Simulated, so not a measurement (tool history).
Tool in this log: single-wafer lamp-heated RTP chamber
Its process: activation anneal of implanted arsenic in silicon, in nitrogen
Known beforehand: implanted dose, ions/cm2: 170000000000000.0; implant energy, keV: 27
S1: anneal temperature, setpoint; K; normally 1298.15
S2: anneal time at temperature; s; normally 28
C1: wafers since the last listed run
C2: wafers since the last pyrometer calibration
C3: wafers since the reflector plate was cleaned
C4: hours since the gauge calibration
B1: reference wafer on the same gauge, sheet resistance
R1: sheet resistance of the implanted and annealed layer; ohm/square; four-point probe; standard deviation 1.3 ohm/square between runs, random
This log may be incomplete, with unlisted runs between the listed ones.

{"run": 1, "hour": 0.0, "S1": 1298.15, "S2": 28, "C1": 0, "C2": 7236, "C3": 10973, "C4": 1398.8, "B1": 475.7, "R1": 458.77}
{"hour": 61.3, "done": "reflector plate cleaned"}
{"run": 2, "hour": 64.6, "S1": 1280.15, "S2": 28, "C1": 1047, "C2": 8283, "C3": 60, "C4": 1463.4, "B1": 475.58, "R1": 458.37}
{"hour": 136.8, "done": "pyrometer window cleaned and pyrometer calibrated"}
{"run": 3, "hour": 138.3, "S1": 1280.15, "S2": 28, "C1": 1216, "C2": 27, "C3": 1276, "C4": 1537.1, "B1": 474.95, "R1": 458.53}
{"run": 4, "hour": 223.5, "S1": 1280.15, "S2": 28, "C1": 1576, "C2": 1604, "C3": 2853, "C4": 1622.3, "B1": 474.73, "R1": 456.84}
{"run": 5, "hour": 273.2, "S1": 1298.15, "S2": 28, "C1": 919, "C2": 2524, "C3": 3773, "C4": 1672, "B1": 475.22, "R1": 455.28}
{"run": 6, "hour": 361.3, "S1": 1298.15, "S2": 28, "C1": 1630, "C2": 4154, "C3": 5404, "C4": 1760.1, "B1": 474.92, "R1": 455.92}
{"run": 7, "hour": 433.6, "S1": 1298.15, "S2": 28, "C1": 1338, "C2": 5492, "C3": 6742, "C4": 1832.4, "B1": 474.52, "R1": 455.7}
{"run": 8, "hour": 513.1, "S1": 1298.15, "S2": 28, "C1": 1471, "C2": 6964, "C3": 8213, "C4": 1911.9, "B1": 474.21, "R1": 456.5}
{"run": 9, "hour": 601.6, "S1": 1298.15, "S2": 28, "C1": 1637, "C2": 8602, "C3": 9851, "C4": 2000.4, "B1": 474.35, "R1": 456.34}
{"hour": 643.0, "done": "reflector plate cleaned"}
{"hour": 702.8, "done": "pyrometer window cleaned and pyrometer calibrated"}
{"run": 10, "hour": 703.3, "S1": 1315.15, "S2": 28, "C1": 1586, "C2": 8, "C3": 967, "C4": 2102.1, "B1": 474.26, "R1": 453.1}
{"run": 11, "hour": 786.2, "S1": 1315.15, "S2": 28, "C1": 1534, "C2": 1543, "C3": 2502, "C4": 2185, "B1": 473.66, "R1": 452.27}
{"run": 12, "hour": 877.4, "S1": 1315.15, "S2": 28, "C1": 1687, "C2": 3231, "C3": 4190, "C4": 2276.2, "B1": 474.12, "R1": 453.71}
{"run": 13, "hour": 951.4, "S1": 1278.15, "S2": 28, "C1": 1369, "C2": 4600, "C3": 5559, "C4": 2350.2, "B1": 473.99, "R1": 454.85}
{"run": 14, "hour": 1135.4, "S1": 1322.15, "S2": 35, "C1": 3405, "C2": 8006, "C3": 8965, "C4": 2534.2, "B1": 473.9, "R1": 451.24}
{"hour": 1206.3, "done": "pyrometer window cleaned and pyrometer calibrated"}
{"run": 15, "hour": 1227.2, "S1": 1298.15, "S2": 36, "C1": 1551, "C2": 387, "C3": 10516, "C4": 2626, "B1": 473.78, "R1": 451.48}
{"hour": 1292.3, "done": "reflector plate cleaned"}
{"run": 16, "hour": 1366.7, "S1": 1298.15, "S2": 36, "C1": 2433, "C2": 2821, "C3": 1376, "C4": 2765.5, "B1": 473.33, "R1": 456.17}
{"run": 17, "hour": 1408.6, "S1": 1307.15, "S2": 28, "C1": 775, "C2": 3596, "C3": 2151, "C4": 2807.4, "B1": 473.86, "R1": 452.95}
{"run": 18, "hour": 1480.8, "S1": 1298.15, "S2": 43, "C1": 1336, "C2": 4933, "C3": 3488, "C4": 2879.6, "B1": 473.83, "R1": 451.95}
{"run": 19, "hour": 1561.1, "S1": 1298.15, "S2": 28, "C1": 1486, "C2": 6419, "C3": 4974, "C4": 2959.9, "B1": 473.45, "R1": 453.49}
{"run": 20, "hour": 1628.3, "S1": 1323.15, "S2": 43, "C1": 1243, "C2": 7663, "C3": 6218, "C4": 3027.1, "B1": 473.66, "R1": 448.51}
{"hour": 1646.8, "done": "gauge calibrated"}
{"run": 21, "hour": 1713.3, "S1": 1286.15, "S2": 43, "C1": 1573, "C2": 9236, "C3": 7791, "C4": 66.5, "B1": 482.24, "R1": 462.87}
{"run": 22, "hour": 1788.9, "S1": 1310.15, "S2": 16, "C1": 1399, "C2": 10635, "C3": 9190, "C4": 142.1, "B1": 481.6, "R1": 464.23}
{"hour": 1841.5, "done": "pyrometer window cleaned and pyrometer calibrated"}
{"run": 23, "hour": 1888.2, "S1": 1298.15, "S2": 35, "C1": 1689, "C2": 864, "C3": 10880, "C4": 241.4, "B1": 480.32, "R1": 459.65}
{"hour": 1967.6, "done": "reflector plate cleaned"}
{"run": 24, "hour": 1990.4, "S1": 1270.15, "S2": 28, "C1": 1743, "C2": 2607, "C3": 421, "C4": 343.6, "B1": 479.72, "R1": 461.42}
{"run": 25, "hour": 2073.0, "S1": 1273.15, "S2": 22, "C1": 1528, "C2": 4136, "C3": 1950, "C4": 426.2, "B1": 478.75, "R1": 462.84}
{"run": 26, "hour": 2162.5, "S1": 1298.15, "S2": 28, "C1": 1656, "C2": 5793, "C3": 3607, "C4": 515.7, "B1": 477.77, "R1": 459.14}
{"run": 27, "hour": 2268.2, "S1": 1276.15, "S2": 28, "C1": 1956, "C2": 7749, "C3": 5563, "C4": 621.4, "B1": 477.41, "R1": 460.47}
{"run": 28, "hour": 2321.2, "S1": 1298.15, "S2": 28, "C1": 980, "C2": 8730, "C3": 6544, "C4": 674.4, "B1": 476.33, "R1": 456.61}
{"run": 29, "hour": 2364.9, "S1": 1298.15, "S2": 28, "C1": 808, "C2": 9539, "C3": 7353, "C4": 718.1, "B1": 476.14, "R1": 456.84}
{"run": 30, "hour": 2436.7, "S1": 1323.15, "S2": 45, "C1": 1328, "C2": 10868, "C3": 8682, "C4": 789.9, "B1": 475.49, "R1": 450.68}
{"hour": 2467.9, "done": "pyrometer window cleaned and pyrometer calibrated"}
{"run": 31, "hour": 2508.6, "S1": 1310.15, "S2": 36, "C1": 1182, "C2": 753, "C3": 9864, "C4": 861.8, "B1": 475.56, "R1": 451.69}
{"hour": 2636.9, "done": "reflector plate cleaned"}
{"run": 32, "hour": 2735.0, "S1": 1317.15, "S2": 17, "C1": 4042, "C2": 4795, "C3": 1815, "C4": 1088.2, "B1": 474.37, "R1": 454.58}
{"run": 33, "hour": 2813.1, "S1": 1280.15, "S2": 41, "C1": 1445, "C2": 6241, "C3": 3261, "C4": 1166.3, "B1": 473.88, "R1": 454.88}

How would selected steps in R1 from run to run divide? Give the signed amount a tool lacking its hidden state would still show from settings, what came in and random variation, and the signed amount left for the hidden state, including any gauge scatter that is not in both of the compared results.
Unlogged tool condition in this case: true wafer temperature minus pyrometer reading, K; wafer temperature error from the tarnished reflector plate, K; gauge reads high (%).
Run 19 -> 20: S1 1298.15 -> 1323.15, S2 28 -> 43. R1 -4.98 ohm/square: hidden state +0.08, all else -5.06.
Run 20 -> 21: S1 1323.15 -> 1286.15, gauge calibrated. R1 +14.36 ohm/square: hidden state +8.6, all else +5.76.
Run 22 -> 23: S1 1310.15 -> 1298.15, S2 16 -> 35, pyrometer window cleaned and pyrometer calibrated. R1 -4.58 ohm/square: hidden state -1.07, all else -3.51.
Run 29 -> 30: S1 1298.15 -> 1323.15, S2 28 -> 45. R1 -6.16 ohm/square: hidden state -0.31, all else -5.85.
Run 31 -> 32: S1 1310.15 -> 1317.15, S2 36 -> 17, reflector plate cleaned. R1 +2.89 ohm/square: hidden state -1.13, all else +4.02.

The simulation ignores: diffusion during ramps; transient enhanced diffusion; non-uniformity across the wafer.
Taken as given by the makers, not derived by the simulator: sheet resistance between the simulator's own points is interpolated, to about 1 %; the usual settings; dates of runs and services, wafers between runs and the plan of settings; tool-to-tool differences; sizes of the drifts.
